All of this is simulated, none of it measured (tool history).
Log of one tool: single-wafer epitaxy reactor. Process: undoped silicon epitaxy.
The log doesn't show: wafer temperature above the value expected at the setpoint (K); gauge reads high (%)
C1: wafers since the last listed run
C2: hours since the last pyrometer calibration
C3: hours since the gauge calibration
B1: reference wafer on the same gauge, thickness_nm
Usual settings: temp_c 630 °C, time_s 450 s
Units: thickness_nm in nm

Run 1, hour 0.0: usual settings but time_s 497 s; C1 0; C2 570.9; C3 1197.2; B1 54.059. Result: thickness_nm 56.432 nm.
Run 2, hour 177.5: usual settings but time_s 497 s; C1 699; C2 748.4; C3 1374.7; B1 54.063. Result: thickness_nm 56.059 nm.
Run 3, hour 263.7: usual settings; C1 339; C2 834.6; C3 1460.9; B1 54.140. Result: thickness_nm 51.056 nm.
Run 4, hour 402.2: usual settings; C1 545; C2 973.1; C3 1599.4; B1 54.108. Result: thickness_nm 51.219 nm.
Run 5, hour 460.9: usual settings; C1 231; C2 1031.8; C3 1658.1; B1 54.105. Result: thickness_nm 51.100 nm.
Run 6, hour 552.9: usual settings but time_s 472 s; C1 362; C2 1123.8; C3 1750.1; B1 54.131. Result: thickness_nm 53.503 nm.
At hour 565.7: gauge calibrated.
Run 7, hour 606.5: usual settings but time_s 472 s; C1 211; C2 1177.4; C3 40.8; B1 54.095. Result: thickness_nm 53.632 nm.
Run 8, hour 698.1: usual settings but time_s 472 s; C1 361; C2 1269.0; C3 132.4; B1 54.102. Result: thickness_nm 54.094 nm.
Run 9, hour 761.3: usual settings; C1 249; C2 1332.2; C3 195.6; B1 54.135. Result: thickness_nm 51.262 nm.
Run 10, hour 816.5: usual settings; C1 217; C2 1387.4; C3 250.8; B1 54.124. Result: thickness_nm 51.455 nm.
Run 11, hour 855.4: usual settings; C1 153; C2 1426.3; C3 289.7; B1 54.154. Result: thickness_nm 51.553 nm.
Run 12, hour 956.1: usual settings but temp_c 623 °C; C1 396; C2 1527.0; C3 390.4; B1 54.036. Result: thickness_nm 43.018 nm.
Run 13, hour 1014.4: usual settings; C1 229; C2 1585.3; C3 448.7; B1 54.171. Result: thickness_nm 51.594 nm.
Run 14, hour 1061.6: usual settings; C1 186; C2 1632.5; C3 495.9; B1 54.134. Result: thickness_nm 51.845 nm.
Run 15, hour 1145.7: usual settings but temp_c 618 °C, time_s 509 s; C1 331; C2 1716.6; C3 580.0; B1 54.066. Result: thickness_nm 42.454 nm.
Run 16, hour 1216.7: usual settings but temp_c 639 °C, time_s 518 s; C1 279; C2 1787.6; C3 651.0; B1 54.060. Result: thickness_nm 74.776 nm.
Run 17, hour 1295.4: usual settings but temp_c 626 °C, time_s 474 s; C1 310; C2 1866.3; C3 729.7; B1 54.105. Result: thickness_nm 49.120 nm.
At hour 1325.7: pyrometer calibrated.
Run 18, hour 1369.4: usual settings but temp_c 620 °C; C1 260; C2 43.7; C3 803.7; B1 54.089. Result: thickness_nm 38.961 nm.
Run 19, hour 1464.6: usual settings but temp_c 636 °C, time_s 491 s; C1 375; C2 138.9; C3 898.9; B1 54.153. Result: thickness_nm 64.409 nm.
Run 20, hour 1571.4: usual settings but temp_c 638 °C, time_s 480 s; C1 420; C2 245.7; C3 1005.7; B1 54.088. Result: thickness_nm 66.604 nm.
Run 21, hour 1649.7: usual settings but temp_c 643 °C, time_s 511 s; C1 308; C2 324.0; C3 1084.0; B1 54.071. Result: thickness_nm 80.476 nm.
Run 22, hour 1722.5: usual settings; C1 286; C2 396.8; C3 1156.8; B1 54.041. Result: thickness_nm 50.834 nm.

Forecast each of these 3 alternatives for the next run:
Run A, hour 1723.0: usual settings; C1 1; C2 397.3; C3 1157.3; B1 ?. Result: thickness_nm ?.
Run B, hour 1723.0: usual settings but temp_c 640 °C, time_s 518 s; C1 1; C2 397.3; C3 1157.3; B1 ?. Result: thickness_nm ?.
Run C, hour 1723.0: usual settings but time_s 505 s; C1 1; C2 397.3; C3 1157.3; B1 ?. Result: thickness_nm ?.

run      B1  thickness_nm
  A  54.112        50.683
  B  54.112        75.386
  C  54.112        56.877
Without the tool's hidden state the same runs would have given:
run  thickness_nm
  A        50.768
  B        75.510
  C        56.973
